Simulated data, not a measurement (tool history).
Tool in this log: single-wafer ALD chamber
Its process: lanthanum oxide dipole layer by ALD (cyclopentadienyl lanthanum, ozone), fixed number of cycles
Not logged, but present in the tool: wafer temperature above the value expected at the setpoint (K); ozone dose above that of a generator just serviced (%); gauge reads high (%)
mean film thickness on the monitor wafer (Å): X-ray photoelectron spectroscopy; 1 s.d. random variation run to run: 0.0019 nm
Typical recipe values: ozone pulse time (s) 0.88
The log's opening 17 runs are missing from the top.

run,hour,ozone pulse time (s),wafers since the last listed run,hours since the last thermocouple change,hours since the last ozone generator service,hours since the showerhead was replaced,hours since the gauge calibration,"read-back reference wafer on the same gauge, thickness_nm",mean film thickness on the monitor wafer (Å)
18,495.2,1.05,172,330.3,129.4,335.6,522.9,0.447,5.03
19,519.7,1.02,291,354.8,153.9,360.1,547.4,0.448,4.98
20,534.7,0.88,178,369.8,168.9,375.1,562.4,0.446,4.73
21,559.2,0.54,291,394.3,193.4,399.6,586.9,0.447,3.74
22,572.3,0.71,155,407.4,206.5,412.7,600,0.447,4.36
23,605.5,0.7,395,440.6,239.7,445.9,633.2,0.447,4.27
# hour 619.4: gauge calibrated
24,627.5,0.88,261,462.6,261.7,467.9,8.1,0.436,4.6
25,660.1,1.07,387,495.2,294.3,500.5,40.7,0.437,4.97
26,689.6,0.67,350,524.7,323.8,530,70.2,0.438,4.15
27,719.9,1.08,360,555,354.1,560.3,100.5,0.439,5.03
28,753.5,0.88,399,588.6,387.7,593.9,134.1,0.44,4.73
29,784.7,0.68,371,619.8,418.9,625.1,165.3,0.44,4.22
30,803.1,0.88,218,638.2,437.3,643.5,183.7,0.442,4.69
31,830,0.98,320,665.1,464.2,670.4,210.6,0.442,4.88
32,916.6,1.1,1030,751.7,550.8,757,297.2,0.444,5.09
33,947.2,0.88,364,782.3,581.4,787.6,327.8,0.443,4.73

Forecast each of these 5 alternatives for the next run:
A,947.6,0.88,4,782.7,581.8,788,328.2,?,?
B,947.6,0.66,4,782.7,581.8,788,328.2,?,?
C,947.6,1.23,4,782.7,581.8,788,328.2,?,?
D,947.6,0.62,4,782.7,581.8,788,328.2,?,?
E,947.6,0.57,4,782.7,581.8,788,328.2,?,?

run,"read-back reference wafer on the same gauge, thickness_nm",mean film thickness on the monitor wafer (Å)
A,0.444,4.74
B,0.444,4.17
C,0.444,5.24
D,0.444,4.03
E,0.444,3.85
With the hidden condition removed and each run's random variation left untouched, the same runs would have given:
run,mean film thickness on the monitor wafer (Å)
A,4.64
B,4.08
C,5.14
D,3.95
E,3.77
